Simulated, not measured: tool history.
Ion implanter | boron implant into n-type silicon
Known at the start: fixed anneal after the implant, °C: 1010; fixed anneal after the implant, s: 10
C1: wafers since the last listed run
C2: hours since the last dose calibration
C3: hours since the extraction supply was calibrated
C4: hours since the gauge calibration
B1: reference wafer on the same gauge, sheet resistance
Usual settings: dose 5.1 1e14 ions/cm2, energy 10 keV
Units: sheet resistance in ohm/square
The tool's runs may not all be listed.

Run 1, hour 0: usual settings but dose 5.61 1e14 ions/cm2; C1 0; C2 1205.8; C3 3876.3; C4 366.4; B1 219.84. Result: sheet resistance 224.39 ohm/square.
Run 2, hour 34: usual settings; C1 430; C2 1239.8; C3 3910.3; C4 400.4; B1 219.69. Result: sheet resistance 241.79 ohm/square.
Run 3, hour 50.1: usual settings; C1 203; C2 1255.9; C3 3926.4; C4 416.5; B1 219.88. Result: sheet resistance 242.11 ohm/square.
Run 4, hour 72.9: usual settings; C1 288; C2 1278.7; C3 3949.2; C4 439.3; B1 220.01. Result: sheet resistance 239.98 ohm/square.
Run 5, hour 93.4: usual settings; C1 259; C2 1299.2; C3 3969.7; C4 459.8; B1 219.93. Result: sheet resistance 242.04 ohm/square.
Run 6, hour 121.5: usual settings; C1 355; C2 1327.3; C3 3997.8; C4 487.9; B1 220.01. Result: sheet resistance 242.23 ohm/square.
Run 7, hour 138.5: usual settings; C1 215; C2 1344.3; C3 4014.8; C4 504.9; B1 219.93. Result: sheet resistance 240.23 ohm/square.
Run 8, hour 173.3: usual settings; C1 440; C2 1379.1; C3 4049.6; C4 539.7; B1 220.42. Result: sheet resistance 241.5 ohm/square.
Run 9, hour 198.3: usual settings; C1 316; C2 1404.1; C3 4074.6; C4 564.7; B1 220.14. Result: sheet resistance 241.89 ohm/square.
Run 10, hour 227.2: usual settings; C1 366; C2 1433; C3 4103.5; C4 593.6; B1 220.18. Result: sheet resistance 241.62 ohm/square.
Run 11, hour 244.6: usual settings; C1 220; C2 1450.4; C3 4120.9; C4 611; B1 220.22. Result: sheet resistance 241.29 ohm/square.
Run 12, hour 280.2: usual settings; C1 450; C2 1486; C3 4156.5; C4 646.6; B1 219.75. Result: sheet resistance 242.81 ohm/square.
Run 13, hour 306.5: usual settings; C1 333; C2 1512.3; C3 4182.8; C4 672.9; B1 220.14. Result: sheet resistance 241.71 ohm/square.
Run 14, hour 326.6: usual settings; C1 254; C2 1532.4; C3 4202.9; C4 693; B1 220.26. Result: sheet resistance 241.21 ohm/square.
Run 15, hour 340.8: usual settings but dose 4.68 1e14 ions/cm2, energy 11 keV; C1 179; C2 1546.6; C3 4217.1; C4 707.2; B1 220.1. Result: sheet resistance 257.54 ohm/square.
Run 16, hour 372.2: usual settings but dose 4.4 1e14 ions/cm2, energy 11.5 keV; C1 397; C2 1578; C3 4248.5; C4 738.6; B1 219.73. Result: sheet resistance 270.99 ohm/square.
Run 17, hour 403.3: usual settings but dose 3.61 1e14 ions/cm2, energy 11.5 keV; C1 393; C2 1609.1; C3 4279.6; C4 769.7; B1 220.2. Result: sheet resistance 319.64 ohm/square.
Run 18, hour 421.1: usual settings but energy 8 keV; C1 225; C2 1626.9; C3 4297.4; C4 787.5; B1 219.78. Result: sheet resistance 248.08 ohm/square.
At hour 454.4: extraction supply calibrated.
At hour 455.6: Faraday cup replaced and dose calibrated.
Run 19, hour 456.1: usual settings; C1 326; C2 0.5; C3 1.7; C4 822.5; B1 220.07. Result: sheet resistance 230.35 ohm/square.
Run 20, hour 479.2: usual settings but dose 5.61 1e14 ions/cm2; C1 292; C2 23.6; C3 24.8; C4 845.6; B1 219.88. Result: sheet resistance 213.73 ohm/square.
Run 21, hour 499.9: usual settings; C1 262; C2 44.3; C3 45.5; C4 866.3; B1 219.99. Result: sheet resistance 230.98 ohm/square.
Run 22, hour 525.1: usual settings but dose 5.5 1e14 ions/cm2, energy 7 keV; C1 319; C2 69.5; C3 70.7; C4 891.5; B1 220.2. Result: sheet resistance 227.52 ohm/square.
At hour 540.3: gauge calibrated.
Run 23, hour 583.2: usual settings but energy 7 keV; C1 735; C2 127.6; C3 128.8; C4 42.9; B1 219.94. Result: sheet resistance 241.2 ohm/square.
Run 24, hour 616.2: usual settings but dose 6.17 1e14 ions/cm2, energy 11 keV; C1 417; C2 160.6; C3 161.8; C4 75.9; B1 219.97. Result: sheet resistance 196.85 ohm/square.
Run 25, hour 634.9: usual settings; C1 236; C2 179.3; C3 180.5; C4 94.6; B1 220.01. Result: sheet resistance 233.64 ohm/square.
Run 26, hour 660.5: usual settings but dose 4.6 1e14 ions/cm2, energy 12 keV; C1 324; C2 204.9; C3 206.1; C4 120.2; B1 219.88. Result: sheet resistance 251.09 ohm/square.
Run 27, hour 692.4: usual settings; C1 404; C2 236.8; C3 238; C4 152.1; B1 219.96. Result: sheet resistance 232.85 ohm/square.
Run 28, hour 705.7: usual settings but dose 5.61 1e14 ions/cm2; C1 168; C2 250.1; C3 251.3; C4 165.4; B1 219.61. Result: sheet resistance 215.29 ohm/square.
Run 29, hour 732.4: usual settings but dose 5.69 1e14 ions/cm2, energy 6.5 keV; C1 338; C2 276.8; C3 278; C4 192.1; B1 220.1. Result: sheet resistance 224.52 ohm/square.

4 ways to go on from here, each from the tool as it stands after run 29. What would each give?
Run A, hour 732.8: usual settings; C1 5; C2 277.2; C3 278.4; C4 192.5; B1 ?. Result: sheet resistance ?.
Run B, hour 732.8: usual settings but dose 5.78 1e14 ions/cm2, energy 8 keV; C1 5; C2 277.2; C3 278.4; C4 192.5; B1 ?. Result: sheet resistance ?.
Run C, hour 732.8: usual settings but dose 4.07 1e14 ions/cm2, energy 12 keV; C1 5; C2 277.2; C3 278.4; C4 192.5; B1 ?. Result: sheet resistance ?.
Run D, hour 732.8: usual settings but dose 4.23 1e14 ions/cm2, energy 11.5 keV; C1 5; C2 277.2; C3 278.4; C4 192.5; B1 ?. Result: sheet resistance ?.

run      B1  sheet resistance
  A  219.95            234.62
  B  219.95            216.63
  C  219.95               279
  D  219.95            271.21
Without the tool's hidden state the same runs would have given:
run  sheet resistance
  A            231.09
  B            213.54
  C            274.81
  D            267.12
